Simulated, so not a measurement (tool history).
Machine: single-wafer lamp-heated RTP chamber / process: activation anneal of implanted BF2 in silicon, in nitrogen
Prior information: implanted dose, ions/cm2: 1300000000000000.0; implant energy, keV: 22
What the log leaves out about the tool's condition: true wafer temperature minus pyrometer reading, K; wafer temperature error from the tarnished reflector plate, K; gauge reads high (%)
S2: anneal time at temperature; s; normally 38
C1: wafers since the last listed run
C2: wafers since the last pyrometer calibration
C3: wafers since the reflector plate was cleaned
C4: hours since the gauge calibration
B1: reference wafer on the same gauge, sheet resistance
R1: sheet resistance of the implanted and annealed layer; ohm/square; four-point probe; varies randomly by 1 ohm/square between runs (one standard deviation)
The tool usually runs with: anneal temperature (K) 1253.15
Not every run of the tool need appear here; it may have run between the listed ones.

run 1 day=0 | anneal_temperature_(K)=1266.15 S2=52 | C1=0 C2=2658 C3=885 C4=196.4 | B1=158.64 | R1=149.5
-- day=0.3 gauge calibrated
run 2 day=0.379 | anneal_temperature_(K)=1265.15 S2=38 | C1=116 C2=2774 C3=1001 C4=1.9 | B1=158.76 | R1=160.96
run 3 day=0.892 | anneal_temperature_(K)=1265.15 S2=38 | C1=157 C2=2931 C3=1159 C4=14.2 | B1=158.89 | R1=161.17
run 4 day=1.479 | anneal_temperature_(K)=1265.15 S2=38 | C1=180 C2=3111 C3=1339 C4=28.3 | B1=158.93 | R1=158.59
run 5 day=1.975 | anneal_temperature_(K)=1253.15 S2=56 | C1=152 C2=3263 C3=1491 C4=40.2 | B1=159.11 | R1=165.6
run 6 day=2.65 | anneal_temperature_(K)=1241.15 S2=26 | C1=207 C2=3470 C3=1698 C4=56.4 | B1=159.1 | R1=209.56
run 7 day=3.129 | anneal_temperature_(K)=1253.15 S2=38 | C1=146 C2=3617 C3=1845 C4=67.9 | B1=158.93 | R1=176.5
run 8 day=3.662 | anneal_temperature_(K)=1253.15 S2=38 | C1=163 C2=3781 C3=2009 C4=80.7 | B1=159.26 | R1=175.67
run 9 day=4.121 | anneal_temperature_(K)=1253.15 S2=38 | C1=140 C2=3922 C3=2149 C4=91.7 | B1=158.93 | R1=174.17
run 10 day=4.483 | anneal_temperature_(K)=1253.15 S2=38 | C1=111 C2=4033 C3=2260 C4=100.4 | B1=158.86 | R1=174.87
run 11 day=5.125 | anneal_temperature_(K)=1275.15 S2=38 | C1=196 C2=4230 C3=2457 C4=115.8 | B1=159.11 | R1=144.79
run 12 day=5.625 | anneal_temperature_(K)=1275.15 S2=38 | C1=153 C2=4383 C3=2611 C4=127.8 | B1=158.85 | R1=145.11
run 13 day=5.988 | anneal_temperature_(K)=1275.15 S2=38 | C1=111 C2=4494 C3=2722 C4=136.5 | B1=159.07 | R1=145.32
run 14 day=6.658 | anneal_temperature_(K)=1253.15 S2=38 | C1=205 C2=4700 C3=2928 C4=152.6 | B1=159.02 | R1=172.46
run 15 day=7 | anneal_temperature_(K)=1253.15 S2=38 | C1=104 C2=4805 C3=3033 C4=160.8 | B1=159.2 | R1=172.02
run 16 day=7.308 | anneal_temperature_(K)=1253.15 S2=38 | C1=94 C2=4900 C3=3127 C4=168.2 | B1=159.09 | R1=171.36
-- day=7.679 reflector plate cleaned
run 17 day=7.846 | anneal_temperature_(K)=1253.15 S2=38 | C1=62 C2=4962 C3=51 C4=181.1 | B1=159.02 | R1=175.93
run 18 day=8.562 | anneal_temperature_(K)=1237.15 S2=53 | C1=219 C2=5182 C3=271 C4=198.3 | B1=159 | R1=190.92
run 19 day=9.142 | anneal_temperature_(K)=1253.15 S2=38 | C1=177 C2=5360 C3=449 C4=212.2 | B1=158.75 | R1=175.56
run 20 day=9.617 | anneal_temperature_(K)=1242.15 S2=28 | C1=145 C2=5505 C3=594 C4=223.6 | B1=158.81 | R1=200.12
-- day=9.642 gauge calibrated
-- day=10.208 pyrometer window cleaned and pyrometer calibrated
run 21 day=10.229 | anneal_temperature_(K)=1253.15 S2=38 | C1=85 C2=6 C3=680 C4=14.1 | B1=158.87 | R1=178.68
run 22 day=10.662 | anneal_temperature_(K)=1253.15 S2=38 | C1=132 C2=139 C3=813 C4=24.5 | B1=158.9 | R1=178.92
run 23 day=10.938 | anneal_temperature_(K)=1227.15 S2=45 | C1=84 C2=224 C3=897 C4=31.1 | B1=159.07 | R1=221.22
run 24 day=11.196 | anneal_temperature_(K)=1231.15 S2=50 | C1=79 C2=303 C3=977 C4=37.3 | B1=158.78 | R1=208.69
run 25 day=11.767 | anneal_temperature_(K)=1266.15 S2=57 | C1=175 C2=478 C3=1152 C4=51 | B1=158.96 | R1=148.52
run 26 day=12.042 | anneal_temperature_(K)=1244.15 S2=38 | C1=84 C2=562 C3=1236 C4=57.6 | B1=159.02 | R1=193.13
run 27 day=12.692 | anneal_temperature_(K)=1277.15 S2=55 | C1=199 C2=762 C3=1436 C4=73.2 | B1=158.86 | R1=137.92
run 28 day=13.279 | anneal_temperature_(K)=1227.15 S2=46 | C1=180 C2=942 C3=1616 C4=87.3 | B1=159.15 | R1=217.56
run 29 day=13.621 | anneal_temperature_(K)=1268.15 S2=57 | C1=104 C2=1047 C3=1721 C4=95.5 | B1=159.01 | R1=145.18
run 30 day=13.938 | anneal_temperature_(K)=1231.15 S2=49 | C1=97 C2=1144 C3=1818 C4=103.1 | B1=158.99 | R1=209.19
run 31 day=15.633 | anneal_temperature_(K)=1253.15 S2=38 | C1=520 C2=1664 C3=2338 C4=143.8 | B1=159.09 | R1=176.94
run 32 day=16.208 | anneal_temperature_(K)=1253.15 S2=38 | C1=176 C2=1841 C3=2514 C4=157.6 | B1=158.97 | R1=177.28
run 33 day=16.508 | anneal_temperature_(K)=1277.15 S2=15 | C1=92 C2=1933 C3=2606 C4=164.8 | B1=158.91 | R1=166.85

Predict each of these 3 candidate next runs independently; none follows another, all start after run 33:
run A day=16.525 | anneal_temperature_(K)=1253.15 S2=38 | C1=5 C2=1938 C3=2611 C4=165.2 | B1=? | R1=?
run B day=16.525 | anneal_temperature_(K)=1244.15 S2=22 | C1=5 C2=1938 C3=2611 C4=165.2 | B1=? | R1=?
run C day=16.525 | anneal_temperature_(K)=1265.15 S2=51 | C1=5 C2=1938 C3=2611 C4=165.2 | B1=? | R1=?

run=A B1=158.76 R1=176.74
run=B B1=158.76 R1=206.25
run=C B1=158.76 R1=150.92
Had the tool no hidden state, the same runs would have come out as:
run=A R1=181.18
run=B R1=210.77
run=C R1=154.42
